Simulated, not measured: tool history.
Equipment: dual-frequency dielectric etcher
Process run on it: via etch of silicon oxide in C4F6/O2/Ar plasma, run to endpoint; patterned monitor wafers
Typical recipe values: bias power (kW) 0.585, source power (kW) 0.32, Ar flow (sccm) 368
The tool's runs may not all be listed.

run,day,bias power (kW),source power (kW),Ar flow (sccm),wafers since the last listed run,hours since the last wet clean,hours since the last bias power generator calibration,hours since the last source power generator calibration,hours since the last Ar flow controller change,hours since the last upper electrode change,"incoming incoming film thickness, nm",endpoint time (s)
1,0,0.585,0.27,368,0,571.7,3485.9,2568,2811,3836.3,110.6,28.3
2,0.7,0.585,0.27,368,304,588.5,3502.7,2584.8,2827.8,3853.1,110.2,28.3
3,1.296,0.585,0.27,368,259,602.8,3517,2599.1,2842.1,3867.4,111.6,28.4
4,1.817,0.585,0.3,431,226,615.3,3529.5,2611.6,2854.6,3879.9,109.3,27.3
# day 2.921: wet clean of the chamber
5,2.942,0.585,0.3,431,54,0.5,3556.5,2638.6,2881.6,3906.9,110.4,27
6,2.954,0.585,0.3,431,5,0.8,3556.8,2638.9,2881.9,3907.2,109.7,26.8
7,2.971,0.493,0.32,333,7,1.2,3557.2,2639.3,2882.3,3907.6,110.8,27.4
8,3.638,0.493,0.32,333,290,17.2,3573.2,2655.3,2898.3,3923.6,110,27.2
9,5.479,0.51,0.32,368,802,61.4,3617.4,2699.5,2942.5,3967.8,110.4,27.4
10,5.988,0.585,0.26,368,221,73.6,3629.6,2711.7,2954.7,3980,110.5,28.2
11,6.521,0.585,0.26,368,232,86.4,3642.4,2724.5,2967.5,3992.8,110.3,28.2
12,7.262,0.585,0.32,307,323,104.2,3660.2,2742.3,2985.3,4010.6,110.4,25.3
13,7.533,0.585,0.32,368,117,110.7,3666.7,2748.8,2991.8,4017.1,109.9,25.9
14,7.933,0.705,0.37,368,174,120.3,3676.3,2758.4,3001.4,4026.7,111,22.6
15,8.25,0.585,0.27,368,137,127.9,3683.9,2766,3009,4034.3,111.1,28
# day 8.783: Ar flow controller replaced
# day 8.817: bias power generator calibrated
16,9.546,0.585,0.32,368,440,159,17.5,2797.1,18.3,4065.4,111,26
17,10.217,0.699,0.34,318,292,175.1,33.6,2813.2,34.4,4081.5,110.4,23
18,10.675,0.643,0.37,308,199,186.1,44.6,2824.2,45.4,4092.5,111.3,23.3
# day 11.092: source power generator calibrated
# day 11.975: upper electrode replaced
19,11.996,0.585,0.35,308,118,217.8,76.3,21.7,77.1,0.5,111,24.6
20,12.008,0.585,0.32,368,5,218.1,76.6,22,77.4,0.8,111.1,26.2
21,12.942,0.457,0.32,404,406,240.5,99,44.4,99.8,23.2,110.3,29.2
22,13.417,0.585,0.32,368,206,251.9,110.4,55.8,111.2,34.6,112,26.5
23,13.804,0.534,0.3,401,168,261.2,119.7,65.1,120.5,43.9,110,28
24,14.1,0.585,0.24,420,128,268.3,126.8,72.2,127.6,51,111.2,30.1
25,14.679,0.585,0.32,282,252,282.2,140.7,86.1,141.5,64.9,110.9,25.3
26,15.017,0.585,0.26,320,146,290.3,148.8,94.2,149.6,73,110.6,28
27,15.375,0.585,0.32,368,156,298.9,157.4,102.8,158.2,81.6,109,25.8
28,15.9,0.585,0.32,368,228,311.5,170,115.4,170.8,94.2,110.9,26.3
29,16.329,0.472,0.32,368,186,321.8,180.3,125.7,181.1,104.5,110.6,28.6

Consider 4 possible next runs. They are alternatives, not a sequence: every one starts from the tool as it was left by run 29. What does each give?
A,16.346,0.585,0.3,368,7,322.2,180.7,126.1,181.5,104.9,109,?
B,16.346,0.585,0.32,326,7,322.2,180.7,126.1,181.5,104.9,109,?
C,16.346,0.661,0.34,322,7,322.2,180.7,126.1,181.5,104.9,109,?
D,16.346,0.585,0.32,291,7,322.2,180.7,126.1,181.5,104.9,109,?

run,endpoint time (s)
A,26.6
B,25.5
C,23.6
D,25.1
With the hidden condition removed and each run's random variation left untouched, the same runs would have given:
run,endpoint time (s)
A,26.2
B,25.1
C,23.2
D,24.7

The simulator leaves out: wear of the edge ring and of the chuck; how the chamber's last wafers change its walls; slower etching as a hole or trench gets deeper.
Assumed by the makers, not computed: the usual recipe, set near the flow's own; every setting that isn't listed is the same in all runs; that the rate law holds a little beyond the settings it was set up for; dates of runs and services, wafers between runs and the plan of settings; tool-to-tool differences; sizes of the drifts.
